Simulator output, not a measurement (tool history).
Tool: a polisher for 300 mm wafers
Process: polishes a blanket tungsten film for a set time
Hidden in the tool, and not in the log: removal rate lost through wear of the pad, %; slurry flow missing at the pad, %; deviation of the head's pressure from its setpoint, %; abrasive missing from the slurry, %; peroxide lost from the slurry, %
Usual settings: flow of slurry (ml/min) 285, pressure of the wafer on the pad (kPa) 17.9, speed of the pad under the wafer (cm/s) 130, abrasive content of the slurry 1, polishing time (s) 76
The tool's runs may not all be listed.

| run | hour | flow of slurry (ml/min) | pressure of the wafer on the pad (kPa) | speed of the pad under the wafer (cm/s) | abrasive content of the slurry | polishing time (s) | wafers since the last listed run | wafers polished on this pad | hours since the slurry nozzle was cleaned | hours since the head pressure was calibrated | hours since the slurry blender was calibrated | hours since the slurry got fresh peroxide | incoming thickness of the incoming film, nm | film removed (Å) |
|---|---|---|---|---|---|---|---|---|---|---|---|---|---|---|
| 1 | 0 | 285 | 22.8 | 96 | 1 | 76 | 0 | 1015 | 399.2 | 945.4 | 237.1 | 53.9 | 896.4 | 2727 |
| 2 | 13.7 | 285 | 22.8 | 96 | 1 | 76 | 147 | 1163 | 412.9 | 959.1 | 250.8 | 67.6 | 885.6 | 2754 |
|  | 36.2 | slurry nozzle cleaned |
|  | 36.5 | worn pad replaced by a new one |
| 3 | 45.6 | 265 | 17.9 | 130 | 1 | 76 | 329 | 98 | 9.4 | 991 | 282.7 | 99.5 | 899.6 | 3075 |
| 4 | 74.9 | 265 | 17.9 | 130 | 1 | 76 | 314 | 412 | 38.7 | 1020.3 | 312 | 128.8 | 901.8 | 3049 |
|  | 84.9 | slurry tank refilled with fresh slurry and peroxide |
| 5 | 107.5 | 285 | 17.9 | 130 | 1 | 76 | 339 | 752 | 71.3 | 1052.9 | 344.6 | 22.6 | 902.7 | 3071 |
| 6 | 132 | 285 | 17.9 | 130 | 1 | 76 | 263 | 1015 | 95.8 | 1077.4 | 369.1 | 47.1 | 907.3 | 3062 |
|  | 146.7 | worn pad replaced by a new one |
| 7 | 156.2 | 285 | 17.9 | 130 | 1 | 76 | 216 | 101 | 120 | 1101.6 | 393.3 | 71.3 | 902.1 | 3119 |
| 8 | 170.4 | 285 | 17.9 | 130 | 1 | 76 | 152 | 254 | 134.2 | 1115.8 | 407.5 | 85.5 | 894.1 | 3108 |
| 9 | 194.3 | 285 | 17.9 | 130 | 1 | 76 | 256 | 510 | 158.1 | 1139.7 | 431.4 | 109.4 | 896.8 | 3061 |
|  | 214 | slurry tank refilled with fresh slurry and peroxide |
| 10 | 222.1 | 360 | 17.9 | 130 | 1 | 76 | 287 | 798 | 185.9 | 1167.5 | 459.2 | 8.1 | 897.3 | 3109 |
| 11 | 236.7 | 285 | 20.7 | 96 | 1 | 76 | 156 | 955 | 200.5 | 1182.1 | 473.8 | 22.7 | 914.4 | 2561 |
|  | 262.4 | worn pad replaced by a new one |
|  | 275.9 | slurry blender recalibrated |
| 12 | 288.7 | 285 | 20 | 156 | 1.2 | 76 | 494 | 261 | 252.5 | 1234.1 | 12.8 | 74.7 | 909.2 | 4000 |
|  | 298.6 | head pressure recalibrated |
| 13 | 314.1 | 285 | 13.1 | 98 | 1 | 54 | 251 | 512 | 277.9 | 15.5 | 38.2 | 100.1 | 902.3 | 1424 |
| 14 | 340 | 285 | 22.8 | 96 | 1 | 76 | 278 | 790 | 303.8 | 41.4 | 64.1 | 126 | 901.6 | 2753 |
|  | 352.1 | slurry tank refilled with fresh slurry and peroxide |
| 15 | 358.6 | 310 | 22.8 | 98 | 1 | 102 | 189 | 979 | 322.4 | 60 | 82.7 | 6.5 | 910.1 | 3800 |
|  | 383.2 | worn pad replaced by a new one |
| 16 | 390.9 | 230 | 24.1 | 130 | 1 | 76 | 303 | 82 | 354.7 | 92.3 | 115 | 38.8 | 904.2 | 3695 |
| 17 | 407.6 | 285 | 17.9 | 130 | 1 | 100 | 179 | 262 | 371.4 | 109 | 131.7 | 55.5 | 895.3 | 4105 |
|  | 490 | slurry tank refilled with fresh slurry and peroxide |
|  | 491.8 | slurry nozzle cleaned |
| 18 | 513.4 | 285 | 17.9 | 130 | 1 | 76 | 1114 | 1377 | 21.6 | 214.8 | 237.5 | 23.4 | 889.2 | 2985 |
|  | 519.6 | worn pad replaced by a new one |
| 19 | 535.2 | 255 | 17.9 | 108 | 1 | 76 | 191 | 167 | 43.4 | 236.6 | 259.3 | 45.2 | 894 | 2616 |
| 20 | 547.4 | 375 | 17.9 | 130 | 1 | 84 | 131 | 298 | 55.6 | 248.8 | 271.5 | 57.4 | 890.4 | 3477 |
|  | 613.9 | slurry tank refilled with fresh slurry and peroxide |
| 21 | 637.4 | 285 | 13.8 | 130 | 1 | 59 | 955 | 1254 | 145.6 | 338.8 | 361.5 | 23.5 | 908.2 | 1975 |

Forecast each of these 4 alternatives for the next run:
| A | 637.9 | 285 | 17.9 | 130 | 1 | 56 | 5 | 1260 | 146.1 | 339.3 | 362 | 24 | 895.2 | ? |
| B | 637.9 | 205 | 20 | 130 | 0.9 | 69 | 5 | 1260 | 146.1 | 339.3 | 362 | 24 | 895.2 | ? |
| C | 637.9 | 355 | 12.4 | 130 | 0.7 | 61 | 5 | 1260 | 146.1 | 339.3 | 362 | 24 | 895.2 | ? |
| D | 637.9 | 285 | 14.5 | 146 | 1 | 76 | 5 | 1260 | 146.1 | 339.3 | 362 | 24 | 895.2 | ? |

| run | film removed (Å) |
|---|---|
| A | 2211 |
| B | 2791 |
| C | 1873 |
| D | 2919 |
Without the tool's hidden state the same runs would have given:
| run | film removed (Å) |
|---|---|
| A | 2312 |
| B | 2918 |
| C | 1958 |
| D | 3052 |
